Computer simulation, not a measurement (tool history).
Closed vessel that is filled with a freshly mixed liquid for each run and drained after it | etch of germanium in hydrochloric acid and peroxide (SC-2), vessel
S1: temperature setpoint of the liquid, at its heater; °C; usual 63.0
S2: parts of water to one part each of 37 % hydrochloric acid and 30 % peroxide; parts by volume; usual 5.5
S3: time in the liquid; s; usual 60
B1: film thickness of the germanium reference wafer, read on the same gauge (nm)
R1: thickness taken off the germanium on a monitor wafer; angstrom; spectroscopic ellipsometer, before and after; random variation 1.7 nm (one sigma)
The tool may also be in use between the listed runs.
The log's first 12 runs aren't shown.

Run 13, hour 656.9: usual settings but S3 35 s; B1 109.99. Result: R1 1190.5 angstrom.
At hour 690.2: chemicals flow meter replaced.
Run 14, hour 694.6: usual settings but S1 65.5 °C, S2 4.0 parts by volume; B1 110.01. Result: R1 2266.9 angstrom.
Run 15, hour 739.9: usual settings; B1 109.93. Result: R1 2034.4 angstrom.
Run 16, hour 780.6: usual settings; B1 110.00. Result: R1 2038.7 angstrom.
Run 17, hour 845.9: usual settings but S1 71.0 °C, S2 4.0 parts by volume, S3 35 s; B1 109.97. Result: R1 1539.6 angstrom.
Run 18, hour 892.9: usual settings but S2 8.5 parts by volume, S3 35 s; B1 109.98. Result: R1 1171.4 angstrom.
Run 19, hour 964.0: usual settings but S1 70.0 °C, S2 7.0 parts by volume; B1 110.01. Result: R1 2523.0 angstrom.
At hour 1039.1: new drum of peroxide connected.
At hour 1091.4: gauge calibrated.
Run 20, hour 1105.3: usual settings but S1 72.0 °C, S2 8.0 parts by volume, S3 85 s; B1 109.96. Result: R1 3645.3 angstrom.
Run 21, hour 1134.4: usual settings but S1 58.5 °C; B1 109.99. Result: R1 1819.1 angstrom.
Run 22, hour 1184.7: usual settings but S1 68.0 °C; B1 110.01. Result: R1 2387.5 angstrom.
Run 23, hour 1252.4: usual settings but S1 71.5 °C, S2 6.5 parts by volume, S3 30 s; B1 110.04. Result: R1 1315.2 angstrom.
At hour 1255.5: thermometer replaced.
Run 24, hour 1280.5: usual settings but S1 54.5 °C, S2 7.0 parts by volume; B1 110.01. Result: R1 1566.9 angstrom.
Run 25, hour 1304.8: usual settings but S2 4.5 parts by volume; B1 109.98. Result: R1 2093.6 angstrom.
Run 26, hour 1373.5: usual settings but S1 66.0 °C, S2 4.0 parts by volume; B1 110.01. Result: R1 2257.9 angstrom.
Run 27, hour 1410.7: usual settings; B1 109.98. Result: R1 2058.7 angstrom.
Run 28, hour 1437.4: usual settings but S3 40 s; B1 109.93. Result: R1 1386.3 angstrom.

Forecast run 29:
Run 29, hour 1487.7: usual settings but S2 7.0 parts by volume; B1 ?. Result: R1 ?.

B1: 110.00
R1: 2037.0 angstrom
Without the tool's hidden state the same run would have given R1 2037.0 angstrom.
